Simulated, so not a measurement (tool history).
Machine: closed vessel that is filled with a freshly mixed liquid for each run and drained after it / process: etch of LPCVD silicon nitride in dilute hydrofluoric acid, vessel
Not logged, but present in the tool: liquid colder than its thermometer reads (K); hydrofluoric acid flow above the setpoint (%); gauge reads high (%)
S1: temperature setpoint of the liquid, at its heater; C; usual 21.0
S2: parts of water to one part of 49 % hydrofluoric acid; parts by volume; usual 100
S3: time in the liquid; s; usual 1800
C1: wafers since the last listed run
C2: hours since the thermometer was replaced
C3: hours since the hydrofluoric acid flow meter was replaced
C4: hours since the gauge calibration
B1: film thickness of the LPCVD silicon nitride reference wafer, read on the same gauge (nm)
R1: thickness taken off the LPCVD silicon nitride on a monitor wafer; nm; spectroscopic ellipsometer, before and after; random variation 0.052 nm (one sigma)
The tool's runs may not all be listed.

run   hour    S1   S2    S3   C1      C2      C3     C4     B1     R1
  1    0.0  21.0   75  1800    0  1537.3  1241.8  124.3  70.02   8.78
  2   10.5  21.0  100  2170  502  1547.8  1252.3  134.8  69.97   8.03
  3   22.3  21.0  100  2170  565  1559.6  1264.1  146.6  70.01   7.95
  4   33.8  21.0  100  2170  550  1571.1  1275.6  158.1  69.96   8.10
  5   40.4  24.0  100  1800  316  1577.7  1282.2  164.7  70.00   8.17
      49.7  -- hydrofluoric acid flow meter replaced
  6   53.1  21.0  100  1800  560  1590.4     3.4  177.4  69.97   7.02
  7   69.3  21.0  100  1800  775  1606.6    19.6  193.6  70.04   7.00
  8   77.7  21.0  100  2240  402  1615.0    28.0  202.0  70.01   8.74
  9   90.2  21.0  100  2240  598  1627.5    40.5  214.5  69.93   8.87
 10  100.5  21.0  100  1800  493  1637.8    50.8  224.8  70.01   6.96
 11  107.4  21.0  100  1800  330  1644.7    57.7  231.7  70.02   7.06
     112.1  -- gauge calibrated
 12  114.9  21.0  100  1800  359  1652.2    65.2    2.8  69.99   7.03
     119.8  -- hydrofluoric acid flow meter replaced, repeated, since the last time left the tool worse
 13  121.3  23.5  115  2085  258  1658.6     1.5    9.2  70.02   7.33
     125.3  -- thermometer replaced
 14  130.3  21.0  100  1800  383     5.0    10.5   18.2  70.01   6.21
 15  147.8  24.5  125  2090  838    22.5    28.0   35.7  69.96   7.29
 16  156.9  21.0  100  1210  435    31.6    37.1   44.8  70.05   4.18
 17  165.7  21.0  100  1800  421    40.4    45.9   53.6  70.01   6.17
 18  178.8  25.0  100  1280  627    53.5    59.0   66.7  70.00   5.81
 19  186.6  18.0  135   810  373    61.3    66.8   74.5  70.02   1.70
 20  195.5  24.0  150  2790  426    70.2    75.7   83.4  69.98   7.86
 21  208.4  21.0  100  2170  617    83.1    88.6   96.3  69.98   7.40
 22  223.7  18.5   65  2655  732    98.4   103.9  111.6  69.96  11.66
 23  231.5  17.0   60  2850  373   106.2   111.7  119.4  70.04  12.31
 24  246.5  21.0  100  1800  718   121.2   126.7  134.4  70.02   6.27
 25  255.0  21.0  100  1800  407   129.7   135.2  142.9  69.99   6.27
 26  261.2  21.0  100  1275  296   135.9   141.4  149.1  69.98   4.45
 27  277.2  21.0  100  1800  766   151.9   157.4  165.1  69.98   6.30
 28  286.7  21.0  100  1800  455   161.4   166.9  174.6  69.98   6.24
 29  294.4  21.0  100  1275  368   169.1   174.6  182.3  70.00   4.38
 30  307.4  21.0  100  1190  622   182.1   187.6  195.3  70.01   4.14
 31  314.0  17.0  100  2425  316   188.7   194.2  201.9  70.01   6.27
 32  329.8  18.0  120  1440  756   204.5   210.0  217.7  70.05   3.46
 33  347.0  23.5   80  1800  823   221.7   227.2  234.9  69.97   9.44

3 ways to go on from here, each from the tool as it stands after run 33. What would each give?
  A  348.1  21.0  100  1335  52  222.8  228.3  236.0   ?   ?
  B  348.1  25.5  100  1800  52  222.8  228.3  236.0   ?   ?
  C  348.1  25.5  140   755  52  222.8  228.3  236.0   ?   ?

run     B1    R1
  A  69.97  4.64
  B  69.97  8.43
  C  69.97  2.53
Had the tool no hidden state, the same runs would have come out as:
run    R1
  A  4.53
  B  8.23
  C  2.47
